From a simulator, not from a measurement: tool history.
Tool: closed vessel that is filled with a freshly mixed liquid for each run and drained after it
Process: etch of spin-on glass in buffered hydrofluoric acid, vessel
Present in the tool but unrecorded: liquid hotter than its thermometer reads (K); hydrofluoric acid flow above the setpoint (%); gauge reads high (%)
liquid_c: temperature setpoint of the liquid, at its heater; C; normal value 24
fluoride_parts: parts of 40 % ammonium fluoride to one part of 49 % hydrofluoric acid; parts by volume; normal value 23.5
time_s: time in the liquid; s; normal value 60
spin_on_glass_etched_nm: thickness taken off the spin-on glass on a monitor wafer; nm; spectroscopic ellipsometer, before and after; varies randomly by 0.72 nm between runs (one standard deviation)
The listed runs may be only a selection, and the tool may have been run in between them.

run,day,liquid_c,fluoride_parts,time_s,wafers since the last listed run,hours since the thermometer was replaced,hours since the hydrofluoric acid flow meter was replaced,hours since the gauge calibration,"read-back film thickness of the spin-on glass reference wafer, read on the same gauge (nm)",spin_on_glass_etched_nm
1,0,24,23.5,60,0,1808.6,308.7,942.3,119.99,106.77
2,2.112,24,23.5,60,5192,1859.3,359.4,993,119.98,107.16
3,6.167,24,23.5,60,9965,1956.6,456.7,1090.3,119.97,106.15
4,8.296,24,23.5,80,5233,2007.7,507.8,1141.4,120,143.72
5,11.271,24,23.5,60,7312,2079.1,579.2,1212.8,119.99,109.74
6,19.938,24,23.5,60,21302,2287.1,787.2,1420.8,119.96,109.94
7,22.367,24,23.5,60,5970,2345.4,845.5,1479.1,119.96,109.29
8,25.538,24,23.5,60,7794,2421.5,921.6,1555.2,120.04,111.15
# day 26.979: hydrofluoric acid flow meter replaced
9,28.788,24,23.5,60,7886,2499.5,43.4,1633.2,120.03,111.08
# day 29.875: thermometer replaced
10,31.125,24,23.5,60,5643,30,99.5,1689.3,120.01,99.02
11,34.125,24,23.5,60,7374,102,171.5,1761.3,120,99.53
12,36.55,21,29,80,5960,160.2,229.7,1819.5,120.03,97.17
13,39.917,24,23.5,60,8275,241,310.5,1900.3,119.97,100.95
14,42.183,28.5,14.5,95,5571,295.4,364.9,1954.7,120.02,307.19
15,46.412,24,23.5,60,10395,396.9,466.4,2056.2,120.03,101.34
16,49.575,24,30,45,7773,472.8,542.3,2132.1,119.99,64.82
# day 50.45: gauge calibrated
17,51.229,24,23.5,75,4065,512.5,582,18.7,120,127.42
18,53.042,24,19.5,45,4455,556,625.5,62.2,120,86.41
19,57.012,24,23.5,60,9760,651.3,720.8,157.5,120.01,102.7
20,59.796,24,23.5,60,6841,718.1,787.6,224.3,119.99,101.59
21,63.246,21,14.5,45,8480,800.9,870.4,307.1,120,99.53
# day 67.575: hydrofluoric acid flow meter replaced
22,71.558,24,18.5,85,20329,1000.4,95.6,506.6,120.01,176.71
23,74.642,22.5,27.5,80,7578,1074.4,169.6,580.6,120.04,113.23

Hidden state at the last listed run before each entry between runs and at the first one after, where it differs:
Logged between run 8 and run 9: hydrofluoric acid flow meter replaced (day 26.979)
  liquid hotter than its thermometer reads (K): 2.07 -> 2.13
  measured value less the no-hidden-state value, spin_on_glass_etched_nm: +11.85 -> +12.17 nm
Logged between run 9 and run 10: thermometer replaced (day 29.875)
  liquid hotter than its thermometer reads (K): 2.13 -> 0.145
  measured value less the no-hidden-state value, spin_on_glass_etched_nm: +12.17 -> +0.76 nm
Logged between run 16 and run 17: gauge calibrated (day 50.45)
  liquid hotter than its thermometer reads (K): 0.491 -> 0.523
  measured value less the no-hidden-state value, spin_on_glass_etched_nm: +1.72 -> +3.58 nm
Logged between run 21 and run 22: hydrofluoric acid flow meter replaced (day 67.575)
  liquid hotter than its thermometer reads (K): 0.749 -> 0.905
  measured value less the no-hidden-state value, spin_on_glass_etched_nm: +4.06 -> +8.47 nm
